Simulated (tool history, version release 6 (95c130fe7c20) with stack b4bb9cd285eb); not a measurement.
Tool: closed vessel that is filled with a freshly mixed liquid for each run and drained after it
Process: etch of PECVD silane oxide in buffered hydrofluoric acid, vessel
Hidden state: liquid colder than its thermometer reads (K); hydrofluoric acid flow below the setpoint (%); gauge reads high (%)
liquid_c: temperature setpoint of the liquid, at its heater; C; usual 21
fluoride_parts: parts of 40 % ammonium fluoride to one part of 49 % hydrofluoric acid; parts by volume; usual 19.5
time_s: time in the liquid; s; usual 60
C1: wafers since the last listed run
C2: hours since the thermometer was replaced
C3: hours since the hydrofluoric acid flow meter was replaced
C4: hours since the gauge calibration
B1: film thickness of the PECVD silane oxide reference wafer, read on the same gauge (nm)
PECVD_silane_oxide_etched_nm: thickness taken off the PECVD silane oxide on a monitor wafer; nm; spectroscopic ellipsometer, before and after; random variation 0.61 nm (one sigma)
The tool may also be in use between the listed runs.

run 1 hour=0 | liquid_c=21 fluoride_parts=19.5 time_s=75 | C1=0 C2=1047.5 C3=1206.8 C4=2513.4 | B1=136.78 | PECVD_silane_oxide_etched_nm=97.83
run 2 hour=256.9 | liquid_c=21 fluoride_parts=19.5 time_s=75 | C1=25816 C2=1304.4 C3=1463.7 C4=2770.3 | B1=136.04 | PECVD_silane_oxide_etched_nm=96.87
run 3 hour=297.9 | liquid_c=21 fluoride_parts=19.5 time_s=60 | C1=4120 C2=1345.4 C3=1504.7 C4=2811.3 | B1=135.91 | PECVD_silane_oxide_etched_nm=77.19
run 4 hour=369.2 | liquid_c=21 fluoride_parts=19.5 time_s=60 | C1=7165 C2=1416.7 C3=1576 C4=2882.6 | B1=135.69 | PECVD_silane_oxide_etched_nm=77.61
run 5 hour=440 | liquid_c=21 fluoride_parts=19.5 time_s=60 | C1=7114 C2=1487.5 C3=1646.8 C4=2953.4 | B1=135.51 | PECVD_silane_oxide_etched_nm=77.99
-- hour=522 hydrofluoric acid flow meter replaced
run 6 hour=522.5 | liquid_c=21 fluoride_parts=19.5 time_s=60 | C1=8190 C2=1570 C3=0.5 C4=3035.9 | B1=135.19 | PECVD_silane_oxide_etched_nm=76.93
run 7 hour=603 | liquid_c=21 fluoride_parts=19.5 time_s=60 | C1=8089 C2=1650.5 C3=81 C4=3116.4 | B1=134.93 | PECVD_silane_oxide_etched_nm=77.05
run 8 hour=647.3 | liquid_c=21 fluoride_parts=19.5 time_s=60 | C1=4451 C2=1694.8 C3=125.3 C4=3160.7 | B1=134.77 | PECVD_silane_oxide_etched_nm=76.03
run 9 hour=687.3 | liquid_c=23 fluoride_parts=19.5 time_s=60 | C1=4019 C2=1734.8 C3=165.3 C4=3200.7 | B1=134.61 | PECVD_silane_oxide_etched_nm=85.93
run 10 hour=788.9 | liquid_c=21 fluoride_parts=19.5 time_s=85 | C1=10210 C2=1836.4 C3=266.9 C4=3302.3 | B1=134.26 | PECVD_silane_oxide_etched_nm=110.16
run 11 hour=878.2 | liquid_c=21 fluoride_parts=19.5 time_s=60 | C1=8974 C2=1925.7 C3=356.2 C4=3391.6 | B1=133.88 | PECVD_silane_oxide_etched_nm=76.7
run 12 hour=953 | liquid_c=21 fluoride_parts=25.5 time_s=85 | C1=7516 C2=2000.5 C3=431 C4=3466.4 | B1=133.66 | PECVD_silane_oxide_etched_nm=88.22
-- hour=973.7 thermometer replaced
-- hour=981.8 gauge calibrated
run 13 hour=997 | liquid_c=19 fluoride_parts=19.5 time_s=35 | C1=4321 C2=23.3 C3=475 C4=15.2 | B1=139.28 | PECVD_silane_oxide_etched_nm=41.56
run 14 hour=1047.9 | liquid_c=25.5 fluoride_parts=26 time_s=95 | C1=5115 C2=74.2 C3=525.9 C4=66.1 | B1=139.25 | PECVD_silane_oxide_etched_nm=129.4
run 15 hour=1124.5 | liquid_c=19.5 fluoride_parts=14 time_s=75 | C1=7697 C2=150.8 C3=602.5 C4=142.7 | B1=139.27 | PECVD_silane_oxide_etched_nm=126.71
run 16 hour=1217.2 | liquid_c=17 fluoride_parts=22 time_s=60 | C1=9315 C2=243.5 C3=695.2 C4=235.4 | B1=139.27 | PECVD_silane_oxide_etched_nm=57.66
run 17 hour=1265.7 | liquid_c=24.5 fluoride_parts=27 time_s=95 | C1=4873 C2=292 C3=743.7 C4=283.9 | B1=139.27 | PECVD_silane_oxide_etched_nm=122.04
run 18 hour=1332.2 | liquid_c=25 fluoride_parts=19.5 time_s=40 | C1=6682 C2=358.5 C3=810.2 C4=350.4 | B1=139.24 | PECVD_silane_oxide_etched_nm=66.48
run 19 hour=1435.7 | liquid_c=21 fluoride_parts=27 time_s=60 | C1=10401 C2=462 C3=913.7 C4=453.9 | B1=139.21 | PECVD_silane_oxide_etched_nm=64.09
run 20 hour=1505.3 | liquid_c=24 fluoride_parts=22 time_s=60 | C1=6994 C2=531.6 C3=983.3 C4=523.5 | B1=139.14 | PECVD_silane_oxide_etched_nm=85.43
run 21 hour=1584.6 | liquid_c=25.5 fluoride_parts=17 time_s=80 | C1=7969 C2=610.9 C3=1062.6 C4=602.8 | B1=139.09 | PECVD_silane_oxide_etched_nm=156.77
run 22 hour=1677.7 | liquid_c=17 fluoride_parts=12 time_s=35 | C1=9355 C2=704 C3=1155.7 C4=695.9 | B1=139 | PECVD_silane_oxide_etched_nm=59.34
run 23 hour=1718.9 | liquid_c=23 fluoride_parts=25 time_s=60 | C1=4140 C2=745.2 C3=1196.9 C4=737.1 | B1=138.97 | PECVD_silane_oxide_etched_nm=74.37
run 24 hour=1970.9 | liquid_c=21 fluoride_parts=19.5 time_s=60 | C1=25324 C2=997.2 C3=1448.9 C4=989.1 | B1=138.71 | PECVD_silane_oxide_etched_nm=78.88
run 25 hour=2038.6 | liquid_c=19.5 fluoride_parts=19.5 time_s=60 | C1=6803 C2=1064.9 C3=1516.6 C4=1056.8 | B1=138.67 | PECVD_silane_oxide_etched_nm=73.36
run 26 hour=2115.4 | liquid_c=21 fluoride_parts=15 time_s=85 | C1=7717 C2=1141.7 C3=1593.4 C4=1133.6 | B1=138.58 | PECVD_silane_oxide_etched_nm=144.17
-- hour=2178.1 hydrofluoric acid flow meter replaced
run 27 hour=2219 | liquid_c=21 fluoride_parts=22.5 time_s=60 | C1=10310 C2=1245.3 C3=40.9 C4=1237.2 | B1=138.4 | PECVD_silane_oxide_etched_nm=71.65
run 28 hour=2296.6 | liquid_c=25 fluoride_parts=19.5 time_s=40 | C1=7798 C2=1322.9 C3=118.5 C4=1314.8 | B1=138.3 | PECVD_silane_oxide_etched_nm=65.73
run 29 hour=2335.2 | liquid_c=21 fluoride_parts=23.5 time_s=35 | C1=3879 C2=1361.5 C3=157.1 C4=1353.4 | B1=138.27 | PECVD_silane_oxide_etched_nm=40.13
run 30 hour=2420.8 | liquid_c=17 fluoride_parts=23.5 time_s=45 | C1=8602 C2=1447.1 C3=242.7 C4=1439 | B1=138.15 | PECVD_silane_oxide_etched_nm=40.87
run 31 hour=2465.6 | liquid_c=21 fluoride_parts=19.5 time_s=80 | C1=4502 C2=1491.9 C3=287.5 C4=1483.8 | B1=138.07 | PECVD_silane_oxide_etched_nm=103.69
run 32 hour=2565.9 | liquid_c=21 fluoride_parts=19.5 time_s=60 | C1=10079 C2=1592.2 C3=387.8 C4=1584.1 | B1=137.93 | PECVD_silane_oxide_etched_nm=79.12
run 33 hour=2611.3 | liquid_c=23 fluoride_parts=24.5 time_s=60 | C1=4562 C2=1637.6 C3=433.2 C4=1629.5 | B1=137.81 | PECVD_silane_oxide_etched_nm=75.87

The tool's hidden state at each run:
liquid colder than its thermometer reads (K): 0 in every run
hydrofluoric acid flow below the setpoint (%): 0 in every run
H1: gauge reads high (%)
run=1 H1=-2.28
run=2 H1=-2.82
run=3 H1=-2.91
run=4 H1=-3.07
run=5 H1=-3.24
run=6 H1=-3.43
run=7 H1=-3.63
run=8 H1=-3.74
run=9 H1=-3.84
run=10 H1=-4.1
run=11 H1=-4.34
run=12 H1=-4.55
run=13 H1=-0.505
run=14 H1=-0.507
run=15 H1=-0.513
run=16 H1=-0.527
run=17 H1=-0.537
run=18 H1=-0.554
run=19 H1=-0.587
run=20 H1=-0.614
run=21 H1=-0.649
run=22 H1=-0.697
run=23 H1=-0.721
run=24 H1=-0.893
run=25 H1=-0.948
run=26 H1=-1.02
run=27 H1=-1.11
run=28 H1=-1.19
run=29 H1=-1.23
run=30 H1=-1.33
run=31 H1=-1.38
run=32 H1=-1.5
run=33 H1=-1.56
